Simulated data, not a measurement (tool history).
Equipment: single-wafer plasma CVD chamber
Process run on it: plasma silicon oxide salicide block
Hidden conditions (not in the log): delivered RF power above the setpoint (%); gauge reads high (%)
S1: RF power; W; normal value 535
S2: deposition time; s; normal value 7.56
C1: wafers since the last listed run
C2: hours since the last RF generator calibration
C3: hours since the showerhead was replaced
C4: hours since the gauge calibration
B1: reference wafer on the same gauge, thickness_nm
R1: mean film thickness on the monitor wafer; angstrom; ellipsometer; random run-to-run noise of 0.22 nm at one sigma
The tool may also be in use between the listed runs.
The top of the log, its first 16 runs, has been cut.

{"run": 17, "hour": 1105.1, "S1": 535, "S2": 7.56, "C1": 3144, "C2": 2731.2, "C3": 7259.9, "C4": 1464.4, "B1": 83.75, "R1": 722.84}
{"hour": 1124.0, "done": "RF generator calibrated"}
{"run": 18, "hour": 1144.9, "S1": 575, "S2": 7.56, "C1": 1030, "C2": 20.9, "C3": 7299.7, "C4": 1504.2, "B1": 83.703, "R1": 751.35}
{"run": 19, "hour": 1244.3, "S1": 485, "S2": 6.68, "C1": 3221, "C2": 120.3, "C3": 7399.1, "C4": 1603.6, "B1": 83.644, "R1": 634.79}
{"run": 20, "hour": 1322.8, "S1": 535, "S2": 7.56, "C1": 2544, "C2": 198.8, "C3": 7477.6, "C4": 1682.1, "B1": 83.758, "R1": 733.87}
{"hour": 1355.8, "done": "showerhead replaced, of another model than before"}
{"run": 21, "hour": 1366.1, "S1": 585, "S2": 7.56, "C1": 1144, "C2": 242.1, "C3": 10.3, "C4": 1725.4, "B1": 83.661, "R1": 754.7}
{"run": 22, "hour": 1431.0, "S1": 470, "S2": 7.56, "C1": 2103, "C2": 307, "C3": 75.2, "C4": 1790.3, "B1": 83.693, "R1": 701.62}
{"run": 23, "hour": 1516.2, "S1": 505, "S2": 7.56, "C1": 2761, "C2": 392.2, "C3": 160.4, "C4": 1875.5, "B1": 83.665, "R1": 717.53}
{"run": 24, "hour": 1596.3, "S1": 510, "S2": 6.57, "C1": 2596, "C2": 472.3, "C3": 240.5, "C4": 1955.6, "B1": 83.724, "R1": 624.03}
{"run": 25, "hour": 1651.0, "S1": 580, "S2": 8.02, "C1": 1773, "C2": 527, "C3": 295.2, "C4": 2010.3, "B1": 83.713, "R1": 795.48}
{"run": 26, "hour": 1723.1, "S1": 535, "S2": 7.56, "C1": 2337, "C2": 599.1, "C3": 367.3, "C4": 2082.4, "B1": 83.606, "R1": 729.18}
{"hour": 1754.4, "done": "gauge calibrated"}
{"run": 27, "hour": 1801.3, "S1": 535, "S2": 7.56, "C1": 2534, "C2": 677.3, "C3": 445.5, "C4": 46.9, "B1": 83.665, "R1": 727.05}
{"run": 28, "hour": 1880.3, "S1": 630, "S2": 7.03, "C1": 2560, "C2": 756.3, "C3": 524.5, "C4": 125.9, "B1": 83.717, "R1": 711.23}
{"run": 29, "hour": 1923.6, "S1": 465, "S2": 7.56, "C1": 1403, "C2": 799.6, "C3": 567.8, "C4": 169.2, "B1": 83.814, "R1": 693.79}
{"run": 30, "hour": 1969.6, "S1": 505, "S2": 6.84, "C1": 1491, "C2": 845.6, "C3": 613.8, "C4": 215.2, "B1": 83.694, "R1": 643.43}
{"run": 31, "hour": 2064.3, "S1": 535, "S2": 7.56, "C1": 3069, "C2": 940.3, "C3": 708.5, "C4": 309.9, "B1": 83.654, "R1": 726.64}
{"run": 32, "hour": 2136.5, "S1": 535, "S2": 8.27, "C1": 2340, "C2": 1012.5, "C3": 780.7, "C4": 382.1, "B1": 83.588, "R1": 790.12}
{"run": 33, "hour": 2238.0, "S1": 595, "S2": 7.56, "C1": 3290, "C2": 1114, "C3": 882.2, "C4": 483.6, "B1": 83.748, "R1": 752.51}
{"run": 34, "hour": 2345.2, "S1": 535, "S2": 7.56, "C1": 3474, "C2": 1221.2, "C3": 989.4, "C4": 590.8, "B1": 83.794, "R1": 719.95}
{"run": 35, "hour": 2398.9, "S1": 615, "S2": 6.7, "C1": 1740, "C2": 1274.9, "C3": 1043.1, "C4": 644.5, "B1": 83.651, "R1": 668.02}

Predict each of these 4 candidate next runs independently; none follows another, all start after run 35:
{"run": "A", "hour": 2399.3, "S1": 535, "S2": 7.56, "C1": 12, "C2": 1275.3, "C3": 1043.5, "C4": 644.9, "B1": "?", "R1": "?"}
{"run": "B", "hour": 2399.3, "S1": 455, "S2": 7.56, "C1": 12, "C2": 1275.3, "C3": 1043.5, "C4": 644.9, "B1": "?", "R1": "?"}
{"run": "C", "hour": 2399.3, "S1": 485, "S2": 6.36, "C1": 12, "C2": 1275.3, "C3": 1043.5, "C4": 644.9, "B1": "?", "R1": "?"}
{"run": "D", "hour": 2399.3, "S1": 580, "S2": 9.01, "C1": 12, "C2": 1275.3, "C3": 1043.5, "C4": 644.9, "B1": "?", "R1": "?"}

run=A B1=83.686 R1=722.61
run=B B1=83.686 R1=686.73
run=C B1=83.686 R1=589.47
run=D B1=83.686 R1=883.23
With no hidden state in the tool, these same runs would have given:
run=A R1=738.88
run=B R1=702.19
run=C R1=602.74
run=D R1=903.11
